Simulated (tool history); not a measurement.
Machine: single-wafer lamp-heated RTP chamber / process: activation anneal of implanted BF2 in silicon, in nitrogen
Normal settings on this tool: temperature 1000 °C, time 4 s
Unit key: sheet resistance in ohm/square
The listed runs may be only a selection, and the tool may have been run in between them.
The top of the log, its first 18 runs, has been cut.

| run | hour | temperature | time | read-back reference wafer on the same gauge, sheet resistance | sheet resistance |
|---|---|---|---|---|---|
| 19 | 466.7 | 1010 | 3 | 268.10 | 326.83 |
|  | 480.7 | pyrometer window cleaned and pyrometer calibrated |
| 20 | 481.6 | 1016 | 5 | 267.88 | 327.02 |
|  | 511.7 | reflector plate cleaned |
| 21 | 512.2 | 1000 | 3 | 267.98 | 330.38 |
| 22 | 526.2 | 1010 | 6 | 267.91 | 327.95 |
| 23 | 551.1 | 1010 | 5 | 267.82 | 328.66 |
| 24 | 567.0 | 1000 | 4 | 267.89 | 329.59 |
| 25 | 586.4 | 1000 | 4 | 268.08 | 331.31 |
| 26 | 617.1 | 1029 | 3 | 268.05 | 326.57 |
| 27 | 643.1 | 980 | 3 | 268.00 | 339.84 |
| 28 | 655.9 | 1000 | 5 | 268.06 | 329.92 |
| 29 | 676.7 | 1000 | 4 | 268.01 | 330.25 |
| 30 | 694.3 | 1000 | 4 | 267.94 | 330.28 |

Each row is a separate what-if for the run after 30, all from the same tool condition, not one after another. Results?
| A | 694.7 | 987 | 4 | ? | ? |
| B | 694.7 | 1028 | 6 | ? | ? |
| C | 694.7 | 972 | 6 | ? | ? |
| D | 694.7 | 1014 | 3 | ? | ? |

| run | read-back reference wafer on the same gauge, sheet resistance | sheet resistance |
|---|---|---|
| A | 267.95 | 334.73 |
| B | 267.95 | 326.44 |
| C | 267.95 | 343.38 |
| D | 267.95 | 328.17 |
Stripped of hidden state, with their random variation kept, the same runs would have yielded:
| run | sheet resistance |
|---|---|
| A | 335.28 |
| B | 326.47 |
| C | 344.46 |
| D | 328.28 |

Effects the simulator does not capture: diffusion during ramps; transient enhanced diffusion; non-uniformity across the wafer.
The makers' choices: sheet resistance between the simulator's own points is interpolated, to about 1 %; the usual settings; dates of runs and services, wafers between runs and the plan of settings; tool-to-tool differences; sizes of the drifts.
